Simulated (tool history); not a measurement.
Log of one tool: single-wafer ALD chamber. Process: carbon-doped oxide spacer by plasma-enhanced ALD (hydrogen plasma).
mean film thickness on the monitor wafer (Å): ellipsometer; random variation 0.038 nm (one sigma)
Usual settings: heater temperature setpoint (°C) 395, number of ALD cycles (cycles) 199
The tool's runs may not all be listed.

run   hour  heater temperature setpoint (°C)  number of ALD cycles (cycles)  wafers since the last listed run  hours since the last thermocouple change  hours since the gauge calibration  read-back reference wafer on the same gauge, thickness_nm  mean film thickness on the monitor wafer (Å)
  1      0                               395                            199                                 0                                      1761                              271.6                                                      8.437                                         96.59
  2   17.8                               395                            199                                38                                    1778.8                              289.4                                                      8.425                                         96.88
  3     24                               395                            199                                13                                      1785                              295.6                                                      8.444                                         96.44
  4   40.8                               395                            199                                36                                    1801.8                              312.4                                                      8.425                                         96.22
  5   51.3                               395                            199                                22                                    1812.3                              322.9                                                      8.425                                         96.89
  6   66.2                               395                            199                                32                                    1827.2                              337.8                                                      8.429                                         96.93
  7   79.2                               386                            199                                28                                    1840.2                              350.8                                                      8.417                                         96.01
  8   93.6                               386                            199                                31                                    1854.6                              365.2                                                      8.431                                         97.53
  9  102.7                               386                            199                                19                                    1863.7                              374.3                                                      8.423                                         96.29
 10  115.4                               395                            199                                27                                    1876.4                                387                                                      8.436                                         96.87
 11  124.7                               395                            199                                20                                    1885.7                              396.3                                                       8.43                                         96.45
 12  138.4                               395                            199                                29                                    1899.4                                410                                                      8.431                                          97.1
 13  148.7                               395                            199                                22                                    1909.7                              420.3                                                      8.429                                         96.86
 14  165.9                               395                            199                                37                                    1926.9                              437.5                                                      8.428                                         96.96
     172.4  -- gauge calibrated
 15  181.1                               395                            199                                33                                    1942.1                                8.7                                                      8.432                                         96.17
 16  192.7                               395                            199                                25                                    1953.7                               20.3                                                      8.435                                         96.57
 17  203.3                               395                            199                                23                                    1964.3                               30.9                                                      8.417                                         96.15
 18  215.7                               395                            190                                27                                    1976.7                               43.3                                                      8.434                                         92.76
 19  232.7                               395                            190                                37                                    1993.7                               60.3                                                      8.423                                         92.52
 20  245.7                               395                            199                                28                                    2006.7                               73.3                                                      8.423                                         96.77
 21    262                               395                            199                                35                                      2023                               89.6                                                      8.423                                         97.19
 22  302.6                               395                            199                                88                                    2063.6                              130.2                                                      8.449                                          96.9
 23    319                               409                            213                                35                                      2080                              146.6                                                      8.424                                         99.95
 24  327.3                               389                            185                                18                                    2088.3                              154.9                                                      8.423                                         89.63
 25  335.3                               395                            219                                17                                    2096.3                              162.9                                                       8.43                                        106.75
 26  349.2                               384                            199                                30                                    2110.2                              176.8                                                      8.426                                         96.35
 27  357.1                               400                            178                                17                                    2118.1                              184.7                                                      8.447                                         86.33
 28  365.7                               407                            229                                18                                    2126.7                              193.3                                                      8.441                                        108.88
 29  372.3                               395                            199                                14                                    2133.3                              199.9                                                       8.44                                          96.9
 30  389.1                               395                            199                                36                                    2150.1                              216.7                                                      8.428                                         96.66
 31  397.5                               405                            175                                18                                    2158.5                              225.1                                                      8.442                                         83.75
     407.9  -- thermocouple changed; heater temperature recalibrated
 32  414.2                               395                            199                                18                                       6.3                              241.8                                                      8.406                                         96.65
 33  420.3                               387                            234                                13                                      12.4                              247.9                                                      8.418                                        113.05
 34  432.4                               395                            199                                26                                      24.5                                260                                                      8.436                                         97.59
 35  447.1                               404                            182                                32                                      39.2                              274.7                                                      8.431                                         87.28
 36  456.7                               402                            229                                20                                      48.8                              284.3                                                      8.429                                        111.02
 37  462.8                               395                            199                                13                                      54.9                              290.4                                                      8.441                                         96.43
 38  479.7                               383                            174                                36                                      71.8                              307.3                                                      8.429                                         84.53
 39  488.8                               383                            221                                19                                      80.9                              316.4                                                      8.441                                        106.92
 40  500.7                               395                            199                                25                                      92.8                              328.3                                                      8.406                                         96.37
 41  516.7                               395                            166                                34                                     108.8                              344.3                                                      8.434                                         80.25
 42  528.6                               408                            224                                25                                     120.7                              356.2                                                      8.432                                        105.42
 43  535.4                               384                            236                                14                                     127.5                                363                                                      8.435                                        114.04
 44  549.3                               384                            172                                30                                     141.4                              376.9                                                      8.421                                          83.8
 45  559.5                               402                            199                                22                                     151.6                              387.1                                                      8.437                                          96.1

How the hidden state differs across the entries between the runs, from the last listed run before each to the first after it:
Between runs 14 and 15: gauge calibrated (hour 172.4)
  no hidden state differs between the two runs
Between runs 31 and 32: thermocouple changed; heater temperature recalibrated (hour 407.9)
  no hidden state differs between the two runs

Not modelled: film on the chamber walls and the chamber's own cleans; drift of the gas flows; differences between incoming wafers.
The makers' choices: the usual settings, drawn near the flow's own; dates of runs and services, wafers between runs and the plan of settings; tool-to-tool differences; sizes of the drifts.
